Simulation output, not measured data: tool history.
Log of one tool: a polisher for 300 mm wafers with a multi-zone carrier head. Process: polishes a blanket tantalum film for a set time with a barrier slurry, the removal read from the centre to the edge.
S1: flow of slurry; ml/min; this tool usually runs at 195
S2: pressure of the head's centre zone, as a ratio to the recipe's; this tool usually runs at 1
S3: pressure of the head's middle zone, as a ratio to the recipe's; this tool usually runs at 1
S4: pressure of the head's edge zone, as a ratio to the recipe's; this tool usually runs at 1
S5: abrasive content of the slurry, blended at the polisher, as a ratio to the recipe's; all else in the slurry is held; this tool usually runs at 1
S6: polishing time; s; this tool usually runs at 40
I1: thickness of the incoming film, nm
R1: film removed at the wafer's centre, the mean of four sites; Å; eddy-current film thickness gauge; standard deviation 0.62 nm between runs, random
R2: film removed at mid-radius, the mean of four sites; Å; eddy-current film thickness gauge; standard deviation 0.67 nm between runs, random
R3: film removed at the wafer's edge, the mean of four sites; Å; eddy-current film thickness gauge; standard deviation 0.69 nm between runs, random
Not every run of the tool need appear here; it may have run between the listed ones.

run 1 hour=0 | S1=195 S2=1 S3=1 S4=1 S5=0.9 S6=40 | I1=477.4 | R1=475 R2=479 R3=477
run 2 hour=69.7 | S1=195 S2=1 S3=1 S4=1 S5=0.9 S6=40 | I1=479.3 | R1=455 R2=452 R3=461
-- hour=93.8 slurry nozzle cleaned
-- hour=108.2 worn pad replaced by a new one
run 3 hour=119.4 | S1=195 S2=1.06 S3=1 S4=1 S5=1 S6=40 | I1=475.2 | R1=543 R2=521 R3=528
run 4 hour=163.9 | S1=195 S2=1 S3=1 S4=1 S5=1 S6=40 | I1=484.3 | R1=517 R2=511 R3=533
run 5 hour=263.5 | S1=195 S2=1 S3=1 S4=1 S5=1 S6=40 | I1=484.1 | R1=487 R2=491 R3=513
run 6 hour=332.9 | S1=195 S2=1 S3=1 S4=1 S5=1 S6=40 | I1=483.9 | R1=465 R2=466 R3=492
-- hour=405.7 worn pad replaced by a new one
run 7 hour=406.2 | S1=195 S2=1 S3=1 S4=1 S5=1 S6=40 | I1=482.5 | R1=513 R2=508 R3=533
run 8 hour=494.2 | S1=195 S2=1 S3=0.96 S4=1 S5=1 S6=40 | I1=484 | R1=507 R2=490 R3=523
run 9 hour=561.2 | S1=195 S2=1 S3=0.96 S4=1 S5=1 S6=40 | I1=472.5 | R1=484 R2=477 R3=519
run 10 hour=608.8 | S1=195 S2=1 S3=0.96 S4=1 S5=1 S6=40 | I1=478.6 | R1=463 R2=459 R3=475
-- hour=649.7 worn pad replaced by a new one
run 11 hour=660.3 | S1=195 S2=1 S3=1 S4=1 S5=1 S6=40 | I1=486.2 | R1=500 R2=526 R3=531
-- hour=667.7 slurry nozzle cleaned
-- hour=712.7 centre zone pressure recalibrated
run 12 hour=748.1 | S1=175 S2=1 S3=1 S4=1.07 S5=1.2 S6=49 | I1=478 | R1=639 R2=649 R3=697
run 13 hour=790.4 | S1=125 S2=1 S3=1 S4=1.1 S5=1 S6=28 | I1=481.4 | R1=317 R2=320 R3=359
run 14 hour=861.5 | S1=140 S2=1 S3=1.09 S4=1 S5=1 S6=46 | I1=482.4 | R1=503 R2=553 R3=530
-- hour=918.8 worn pad replaced by a new one
-- hour=952.2 edge zone pressure recalibrated
run 15 hour=955.1 | S1=195 S2=1.04 S3=1 S4=1 S5=1 S6=40 | I1=473.9 | R1=534 R2=507 R3=528
-- hour=991.6 carrier head's membrane replaced by a new one
run 16 hour=1007.7 | S1=195 S2=1 S3=1 S4=0.91 S5=1 S6=40 | I1=473.8 | R1=505 R2=499 R3=501
run 17 hour=1058.9 | S1=195 S2=1 S3=1 S4=1 S5=1 S6=40 | I1=481.9 | R1=492 R2=502 R3=507
run 18 hour=1158.4 | S1=195 S2=0.93 S3=1.05 S4=1 S5=1 S6=54 | I1=478.4 | R1=572 R2=647 R3=638
-- hour=1186.4 worn pad replaced by a new one
run 19 hour=1228.6 | S1=195 S2=1 S3=1 S4=1 S5=1 S6=40 | I1=481.4 | R1=500 R2=517 R3=525
-- hour=1233.7 slurry nozzle cleaned
run 20 hour=1309.8 | S1=195 S2=1.1 S3=1.07 S4=1 S5=1 S6=40 | I1=478.5 | R1=538 R2=531 R3=511

Predict each of these 5 candidate next runs independently; none follows another, all start after run 20:
run A hour=1310.2 | S1=195 S2=1 S3=1 S4=1 S5=1 S6=50 | I1=486.2 | R1=? R2=? R3=?
run B hour=1310.2 | S1=195 S2=1.11 S3=0.96 S4=1 S5=1 S6=34 | I1=486.2 | R1=? R2=? R3=?
run C hour=1310.2 | S1=150 S2=1.05 S3=1 S4=1 S5=1 S6=40 | I1=486.2 | R1=? R2=? R3=?
run D hour=1310.2 | S1=265 S2=1 S3=1 S4=1 S5=0.85 S6=40 | I1=486.2 | R1=? R2=? R3=?
run E hour=1310.2 | S1=255 S2=1.09 S3=1 S4=1 S5=1.3 S6=36 | I1=486.2 | R1=? R2=? R3=?

run=A R1=614 R2=621 R3=635
run=B R1=464 R2=407 R3=432
run=C R1=491 R2=475 R3=492
run=D R1=479 R2=482 R3=488
run=E R1=546 R2=504 R3=511
With the hidden condition removed and each run's random variation left untouched, the same runs would have given:
run=A R1=637 R2=644 R3=659
run=B R1=481 R2=423 R3=448
run=C R1=509 R2=493 R3=510
run=D R1=496 R2=500 R3=506
run=E R1=566 R2=522 R3=530
